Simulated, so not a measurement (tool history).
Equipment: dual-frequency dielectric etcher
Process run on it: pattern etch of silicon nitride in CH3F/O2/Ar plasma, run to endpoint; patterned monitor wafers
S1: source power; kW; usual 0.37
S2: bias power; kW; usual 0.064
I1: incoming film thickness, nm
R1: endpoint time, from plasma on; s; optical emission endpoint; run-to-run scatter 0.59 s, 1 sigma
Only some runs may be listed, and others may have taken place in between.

run 1 day=0 | S1=0.37 S2=0.064 | I1=43.3 | R1=72.6
run 2 day=1.408 | S1=0.37 S2=0.064 | I1=43.07 | R1=73.1
run 3 day=2.1 | S1=0.37 S2=0.064 | I1=42.97 | R1=72.6
run 4 day=3.221 | S1=0.37 S2=0.064 | I1=43.05 | R1=71.9
run 5 day=4.467 | S1=0.37 S2=0.064 | I1=43.93 | R1=75
-- day=5.838 wet clean of the chamber
run 6 day=5.858 | S1=0.37 S2=0.064 | I1=43.67 | R1=72.1
run 7 day=5.988 | S1=0.37 S2=0.064 | I1=43.66 | R1=70.4
run 8 day=8.562 | S1=0.37 S2=0.064 | I1=43.28 | R1=71.3
run 9 day=9.279 | S1=0.37 S2=0.064 | I1=43.19 | R1=72.1
run 10 day=10.383 | S1=0.37 S2=0.064 | I1=43.26 | R1=70.1
run 11 day=11.575 | S1=0.37 S2=0.064 | I1=43.47 | R1=72.1
run 12 day=12.7 | S1=0.37 S2=0.064 | I1=43.59 | R1=73.2
-- day=13.954 upper electrode replaced
run 13 day=13.975 | S1=0.37 S2=0.064 | I1=43.49 | R1=71.9
run 14 day=15.071 | S1=0.37 S2=0.064 | I1=43.07 | R1=73
run 15 day=18.883 | S1=0.37 S2=0.064 | I1=43.4 | R1=73.4
-- day=20.642 wet clean of the chamber
run 16 day=20.662 | S1=0.37 S2=0.064 | I1=43.11 | R1=69.6
run 17 day=21.292 | S1=0.37 S2=0.064 | I1=43.17 | R1=69.1
run 18 day=23.175 | S1=0.46 S2=0.05 | I1=42.95 | R1=69.6
run 19 day=24.229 | S1=0.42 S2=0.064 | I1=43.33 | R1=67.5
-- day=24.692 bias power generator calibrated
run 20 day=25.092 | S1=0.34 S2=0.068 | I1=43.16 | R1=71.7
run 21 day=26.446 | S1=0.44 S2=0.073 | I1=43.09 | R1=63.5
run 22 day=27.025 | S1=0.41 S2=0.053 | I1=42.94 | R1=72.6
-- day=30.425 source power generator calibrated
run 23 day=31.488 | S1=0.35 S2=0.075 | I1=43.34 | R1=70.8
run 24 day=32.121 | S1=0.32 S2=0.064 | I1=43.61 | R1=76
-- day=34.1 wet clean of the chamber
run 25 day=34.121 | S1=0.37 S2=0.064 | I1=43.37 | R1=70.6
run 26 day=34.821 | S1=0.31 S2=0.053 | I1=43.42 | R1=80.5
run 27 day=35.429 | S1=0.37 S2=0.064 | I1=43.54 | R1=70.7
run 28 day=36.646 | S1=0.41 S2=0.06 | I1=43.26 | R1=68.8
run 29 day=38.042 | S1=0.3 S2=0.05 | I1=43.35 | R1=82.6
run 30 day=38.675 | S1=0.37 S2=0.064 | I1=43.08 | R1=70.3
run 31 day=40.092 | S1=0.37 S2=0.064 | I1=43.41 | R1=71.5
run 32 day=41.254 | S1=0.37 S2=0.077 | I1=43.54 | R1=68.6
run 33 day=41.875 | S1=0.42 S2=0.055 | I1=43.21 | R1=71.5
run 34 day=42.45 | S1=0.45 S2=0.078 | I1=43.16 | R1=63
run 35 day=43.758 | S1=0.37 S2=0.068 | I1=43.25 | R1=71

4 ways to go on from here, each from the tool as it stands after run 35. What would each give?
run A day=43.775 | S1=0.37 S2=0.052 | I1=42.97 | R1=?
run B day=43.775 | S1=0.32 S2=0.07 | I1=42.97 | R1=?
run C day=43.775 | S1=0.28 S2=0.077 | I1=42.97 | R1=?
run D day=43.775 | S1=0.3 S2=0.07 | I1=42.97 | R1=?

run=A R1=77.3
run=B R1=74.3
run=C R1=75.4
run=D R1=76
Without the tool's unlogged condition, the same runs would have read:
run=A R1=74.6
run=B R1=71.8
run=C R1=72.9
run=D R1=73.4

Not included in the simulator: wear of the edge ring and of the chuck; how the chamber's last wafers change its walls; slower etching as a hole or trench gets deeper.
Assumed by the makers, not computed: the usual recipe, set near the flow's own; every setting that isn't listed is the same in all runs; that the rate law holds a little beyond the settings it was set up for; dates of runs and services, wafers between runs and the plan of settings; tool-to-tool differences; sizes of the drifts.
